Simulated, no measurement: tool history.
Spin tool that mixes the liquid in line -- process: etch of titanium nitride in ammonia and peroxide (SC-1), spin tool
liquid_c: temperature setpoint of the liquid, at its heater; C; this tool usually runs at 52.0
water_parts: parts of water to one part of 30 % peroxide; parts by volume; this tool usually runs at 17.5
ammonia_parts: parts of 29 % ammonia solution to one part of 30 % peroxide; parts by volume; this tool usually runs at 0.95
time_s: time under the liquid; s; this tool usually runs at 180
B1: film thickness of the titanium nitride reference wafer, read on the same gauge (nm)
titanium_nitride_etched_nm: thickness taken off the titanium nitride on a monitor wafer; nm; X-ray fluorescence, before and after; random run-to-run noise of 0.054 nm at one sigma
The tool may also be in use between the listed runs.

run 1 hour=0.0 | liquid_c=52.0 water_parts=17.5 ammonia_parts=0.95 time_s=180 | B1=129.97 | titanium_nitride_etched_nm=5.56
run 2 hour=42.4 | liquid_c=52.0 water_parts=17.5 ammonia_parts=0.95 time_s=180 | B1=130.00 | titanium_nitride_etched_nm=5.62
run 3 hour=126.2 | liquid_c=52.0 water_parts=17.5 ammonia_parts=0.95 time_s=180 | B1=130.04 | titanium_nitride_etched_nm=5.45
run 4 hour=208.1 | liquid_c=52.0 water_parts=17.5 ammonia_parts=0.95 time_s=180 | B1=129.99 | titanium_nitride_etched_nm=5.55
-- hour=233.3 thermometer replaced
run 5 hour=252.7 | liquid_c=52.0 water_parts=17.5 ammonia_parts=0.95 time_s=285 | B1=130.02 | titanium_nitride_etched_nm=8.72
run 6 hour=326.4 | liquid_c=46.5 water_parts=17.5 ammonia_parts=1.20 time_s=180 | B1=129.96 | titanium_nitride_etched_nm=3.87
-- hour=356.2 heated supply line repaired
-- hour=382.2 new drum of ammonia solution connected
run 7 hour=413.2 | liquid_c=47.5 water_parts=17.5 ammonia_parts=0.80 time_s=145 | B1=130.00 | titanium_nitride_etched_nm=3.25
run 8 hour=452.7 | liquid_c=52.0 water_parts=14.0 ammonia_parts=0.95 time_s=245 | B1=130.01 | titanium_nitride_etched_nm=8.71
run 9 hour=492.4 | liquid_c=52.0 water_parts=17.5 ammonia_parts=0.95 time_s=180 | B1=129.98 | titanium_nitride_etched_nm=5.61
run 10 hour=553.5 | liquid_c=52.0 water_parts=17.5 ammonia_parts=0.95 time_s=180 | B1=129.94 | titanium_nitride_etched_nm=5.65
run 11 hour=653.7 | liquid_c=56.0 water_parts=14.0 ammonia_parts=0.70 time_s=70 | B1=129.98 | titanium_nitride_etched_nm=3.10
run 12 hour=735.3 | liquid_c=52.0 water_parts=17.5 ammonia_parts=0.95 time_s=180 | B1=129.99 | titanium_nitride_etched_nm=5.75
-- hour=759.2 ammonia flow meter replaced
run 13 hour=810.3 | liquid_c=52.0 water_parts=17.5 ammonia_parts=0.95 time_s=180 | B1=130.00 | titanium_nitride_etched_nm=5.64
run 14 hour=915.7 | liquid_c=46.0 water_parts=22.5 ammonia_parts=1.10 time_s=80 | B1=130.03 | titanium_nitride_etched_nm=1.47
run 15 hour=960.2 | liquid_c=52.0 water_parts=17.5 ammonia_parts=0.85 time_s=180 | B1=130.01 | titanium_nitride_etched_nm=5.50
-- hour=1034.9 new drum of ammonia solution connected
run 16 hour=1060.3 | liquid_c=56.5 water_parts=17.5 ammonia_parts=0.65 time_s=180 | B1=129.99 | titanium_nitride_etched_nm=7.11
run 17 hour=1111.3 | liquid_c=52.0 water_parts=17.5 ammonia_parts=0.95 time_s=180 | B1=130.01 | titanium_nitride_etched_nm=5.73
run 18 hour=1207.1 | liquid_c=61.5 water_parts=17.5 ammonia_parts=0.95 time_s=70 | B1=130.02 | titanium_nitride_etched_nm=4.12
-- hour=1286.4 thermometer replaced
run 19 hour=1310.3 | liquid_c=52.0 water_parts=17.5 ammonia_parts=0.95 time_s=240 | B1=130.03 | titanium_nitride_etched_nm=7.55
run 20 hour=1359.1 | liquid_c=52.0 water_parts=17.5 ammonia_parts=0.95 time_s=180 | B1=129.97 | titanium_nitride_etched_nm=5.71
run 21 hour=1450.6 | liquid_c=52.0 water_parts=17.5 ammonia_parts=0.95 time_s=180 | B1=130.01 | titanium_nitride_etched_nm=5.66
run 22 hour=1553.1 | liquid_c=52.0 water_parts=12.5 ammonia_parts=0.95 time_s=180 | B1=129.95 | titanium_nitride_etched_nm=6.82
-- hour=1597.7 new drum of ammonia solution connected
run 23 hour=1649.4 | liquid_c=52.0 water_parts=17.5 ammonia_parts=0.95 time_s=180 | B1=130.02 | titanium_nitride_etched_nm=5.57
run 24 hour=1748.0 | liquid_c=52.0 water_parts=11.5 ammonia_parts=0.95 time_s=180 | B1=130.01 | titanium_nitride_etched_nm=7.05

Each row is a separate what-if for the run after 24, all from the same tool condition, not one after another. Results?
run A hour=1748.5 | liquid_c=52.0 water_parts=17.5 ammonia_parts=0.95 time_s=180 | B1=? | titanium_nitride_etched_nm=?
run B hour=1748.5 | liquid_c=60.0 water_parts=13.5 ammonia_parts=0.95 time_s=180 | B1=? | titanium_nitride_etched_nm=?
run C hour=1748.5 | liquid_c=52.0 water_parts=14.0 ammonia_parts=0.65 time_s=180 | B1=? | titanium_nitride_etched_nm=?
run D hour=1748.5 | liquid_c=52.0 water_parts=17.5 ammonia_parts=0.75 time_s=180 | B1=? | titanium_nitride_etched_nm=?

run=A B1=130.04 titanium_nitride_etched_nm=5.57
run=B B1=130.04 titanium_nitride_etched_nm=10.96
run=C B1=130.04 titanium_nitride_etched_nm=5.88
run=D B1=130.04 titanium_nitride_etched_nm=5.35
Stripped of hidden state, with their random variation kept, the same runs would have yielded:
run=A titanium_nitride_etched_nm=5.71
run=B titanium_nitride_etched_nm=11.21
run=C titanium_nitride_etched_nm=6.03
run=D titanium_nitride_etched_nm=5.48

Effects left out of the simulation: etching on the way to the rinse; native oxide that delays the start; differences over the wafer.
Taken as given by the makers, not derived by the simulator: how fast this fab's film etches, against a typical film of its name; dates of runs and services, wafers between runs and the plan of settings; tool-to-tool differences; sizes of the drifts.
